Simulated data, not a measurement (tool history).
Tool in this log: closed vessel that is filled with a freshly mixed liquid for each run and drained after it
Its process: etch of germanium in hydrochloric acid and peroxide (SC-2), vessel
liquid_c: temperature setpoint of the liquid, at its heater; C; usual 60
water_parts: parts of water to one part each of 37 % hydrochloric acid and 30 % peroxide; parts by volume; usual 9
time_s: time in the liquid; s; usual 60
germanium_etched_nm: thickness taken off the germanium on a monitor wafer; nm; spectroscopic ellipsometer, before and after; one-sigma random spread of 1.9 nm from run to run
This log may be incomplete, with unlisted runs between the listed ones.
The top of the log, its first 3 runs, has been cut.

run	hour	liquid_c	water_parts	time_s	wafers since the last listed run	hours since the thermometer was replaced	hours since the chemicals flow meter was replaced	hours since the drum of peroxide was connected	hours since the gauge calibration	read-back film thickness of the germanium reference wafer, read on the same gauge (nm)	germanium_etched_nm
4	93.3	60	9	60	2249	1356.4	1805	255.7	721.6	139.97	241.31
5	126.5	60	9	60	2216	1389.6	1838.2	288.9	754.8	140.01	242.93
6	138.7	60	9	60	814	1401.8	1850.4	301.1	767	139.98	240.26
# hour 159.7: chemicals flow meter replaced
7	165.5	52.5	9	60	1722	1428.6	5.8	327.9	793.8	140.01	192.75
# hour 176.7: gauge calibrated
# hour 178.6: new drum of peroxide connected
# hour 232.8: thermometer replaced
8	253.3	52.5	9	60	5727	20.5	93.6	74.7	76.6	140.01	178.6
9	285	66	9	60	2116	52.2	125.3	106.4	108.3	139.96	268.5
10	297.4	66	9	60	827	64.6	137.7	118.8	120.7	140.04	266.77
11	328.3	60	9	60	2062	95.5	168.6	149.7	151.6	140.03	224.83
12	364	60	9	45	2383	131.2	204.3	185.4	187.3	140.01	170.58
13	376.4	60	9	45	827	143.6	216.7	197.8	199.7	139.98	168.95
14	398.4	51	5	70	1468	165.6	238.7	219.8	221.7	140.03	210.03
15	418.5	66	9	60	1341	185.7	258.8	239.9	241.8	140.01	272.2
16	435.9	60	5.5	85	1161	203.1	276.2	257.3	259.2	140.01	334.89
17	453.2	63.5	9	35	1154	220.4	293.5	274.6	276.5	139.97	147.24
18	474.2	63.5	9	60	1401	241.4	314.5	295.6	297.5	139.97	251.12
19	491.9	68.5	5.5	50	1181	259.1	332.2	313.3	315.2	139.99	250.46
20	518.7	60	9	95	1788	285.9	359	340.1	342	139.97	358.85
# hour 540.5: new drum of peroxide connected
21	617.7	55.5	9	30	6541	384.9	458	77.2	441	139.98	102.02

Run 22 has not been measured yet. What should we expect?
22	640.6	60	9	75	1528	407.8	480.9	100.1	463.9	?	?

Run 22 produced read-back film thickness of the germanium reference wafer, read on the same gauge (nm) 139.97, germanium_etched_nm 287 nm.
The same run, on a tool lacking any hidden state, would have yielded germanium_etched_nm 279.74 nm.
